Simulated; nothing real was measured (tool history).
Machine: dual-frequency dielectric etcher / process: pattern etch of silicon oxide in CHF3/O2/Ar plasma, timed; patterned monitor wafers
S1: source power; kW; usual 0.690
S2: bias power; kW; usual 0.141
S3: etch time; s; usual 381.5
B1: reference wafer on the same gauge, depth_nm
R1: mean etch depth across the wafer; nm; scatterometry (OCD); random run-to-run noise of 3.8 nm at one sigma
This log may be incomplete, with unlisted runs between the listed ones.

{"run": 1, "day": 0.0, "S1": 0.69, "S2": 0.122, "S3": 312.0, "B1": 610.5, "R1": 551.7}
{"run": 2, "day": 1.529, "S1": 0.74, "S2": 0.141, "S3": 312.0, "B1": 610.9, "R1": 605.5}
{"run": 3, "day": 3.108, "S1": 0.74, "S2": 0.141, "S3": 312.0, "B1": 610.3, "R1": 607.7}
{"run": 4, "day": 5.338, "S1": 0.69, "S2": 0.141, "S3": 381.5, "B1": 611.1, "R1": 719.7}
{"day": 6.783, "done": "source power generator calibrated"}
{"run": 5, "day": 7.554, "S1": 0.69, "S2": 0.141, "S3": 381.5, "B1": 610.0, "R1": 728.8}
{"day": 9.133, "done": "upper electrode replaced"}
{"run": 6, "day": 11.912, "S1": 0.69, "S2": 0.141, "S3": 381.5, "B1": 611.0, "R1": 715.8}
{"day": 15.688, "done": "bias power generator calibrated"}
{"run": 7, "day": 16.054, "S1": 0.69, "S2": 0.161, "S3": 381.5, "B1": 611.5, "R1": 770.4}
{"run": 8, "day": 18.921, "S1": 0.69, "S2": 0.141, "S3": 381.5, "B1": 611.7, "R1": 729.8}
{"day": 21.821, "done": "wet clean of the chamber"}
{"run": 9, "day": 23.154, "S1": 0.69, "S2": 0.141, "S3": 381.5, "B1": 611.1, "R1": 724.7}
{"run": 10, "day": 24.712, "S1": 0.58, "S2": 0.122, "S3": 381.5, "B1": 610.7, "R1": 636.0}
{"day": 25.088, "done": "gauge calibrated"}
{"run": 11, "day": 26.438, "S1": 0.58, "S2": 0.122, "S3": 381.5, "B1": 597.2, "R1": 626.2}
{"run": 12, "day": 29.488, "S1": 0.69, "S2": 0.141, "S3": 381.5, "B1": 597.8, "R1": 708.4}
{"run": 13, "day": 32.504, "S1": 0.8, "S2": 0.126, "S3": 305.0, "B1": 599.5, "R1": 561.9}
{"run": 14, "day": 34.688, "S1": 0.8, "S2": 0.151, "S3": 299.0, "B1": 600.1, "R1": 605.9}
{"run": 15, "day": 38.488, "S1": 0.69, "S2": 0.141, "S3": 381.5, "B1": 602.0, "R1": 709.1}
{"run": 16, "day": 41.479, "S1": 0.69, "S2": 0.141, "S3": 381.5, "B1": 603.4, "R1": 706.5}
{"day": 45.179, "done": "wet clean of the chamber"}
{"run": 17, "day": 45.2, "S1": 0.69, "S2": 0.17, "S3": 381.5, "B1": 603.8, "R1": 781.0}
{"run": 18, "day": 47.229, "S1": 0.63, "S2": 0.155, "S3": 329.0, "B1": 603.9, "R1": 628.9}
{"run": 19, "day": 51.367, "S1": 0.75, "S2": 0.16, "S3": 381.5, "B1": 604.7, "R1": 781.5}
{"run": 20, "day": 52.9, "S1": 0.69, "S2": 0.121, "S3": 332.0, "B1": 605.1, "R1": 573.7}
{"run": 21, "day": 55.088, "S1": 0.69, "S2": 0.157, "S3": 381.5, "B1": 605.0, "R1": 759.9}
{"run": 22, "day": 58.325, "S1": 0.75, "S2": 0.141, "S3": 489.5, "B1": 606.0, "R1": 937.0}
{"run": 23, "day": 61.496, "S1": 0.69, "S2": 0.151, "S3": 297.0, "B1": 607.2, "R1": 579.1}
{"day": 65.446, "done": "wet clean of the chamber"}
{"run": 24, "day": 65.467, "S1": 0.69, "S2": 0.155, "S3": 413.5, "B1": 606.8, "R1": 814.3}
{"run": 25, "day": 66.975, "S1": 0.69, "S2": 0.141, "S3": 381.5, "B1": 607.3, "R1": 716.9}
{"run": 26, "day": 68.888, "S1": 0.69, "S2": 0.141, "S3": 309.0, "B1": 607.2, "R1": 587.6}
{"run": 27, "day": 72.371, "S1": 0.84, "S2": 0.161, "S3": 325.5, "B1": 608.1, "R1": 695.1}
{"run": 28, "day": 74.375, "S1": 0.75, "S2": 0.141, "S3": 429.0, "B1": 608.7, "R1": 837.1}
{"run": 29, "day": 77.95, "S1": 0.82, "S2": 0.141, "S3": 441.5, "B1": 608.8, "R1": 883.7}

Here are 4 independent what-if runs from the current tool condition. What would each one return?
{"run": "A", "day": 77.971, "S1": 0.69, "S2": 0.158, "S3": 381.5, "B1": "?", "R1": "?"}
{"run": "B", "day": 77.971, "S1": 0.69, "S2": 0.107, "S3": 381.5, "B1": "?", "R1": "?"}
{"run": "C", "day": 77.971, "S1": 0.86, "S2": 0.129, "S3": 381.5, "B1": "?", "R1": "?"}
{"run": "D", "day": 77.971, "S1": 0.69, "S2": 0.151, "S3": 381.5, "B1": "?", "R1": "?"}

run=A B1=608.4 R1=760.5
run=B B1=608.4 R1=621.6
run=C B1=608.4 R1=736.6
run=D B1=608.4 R1=743.6
Take away the tool's hidden state, keep each run's random variation, and the runs would have read:
run=A R1=747.4
run=B R1=610.9
run=C R1=723.9
run=D R1=730.8
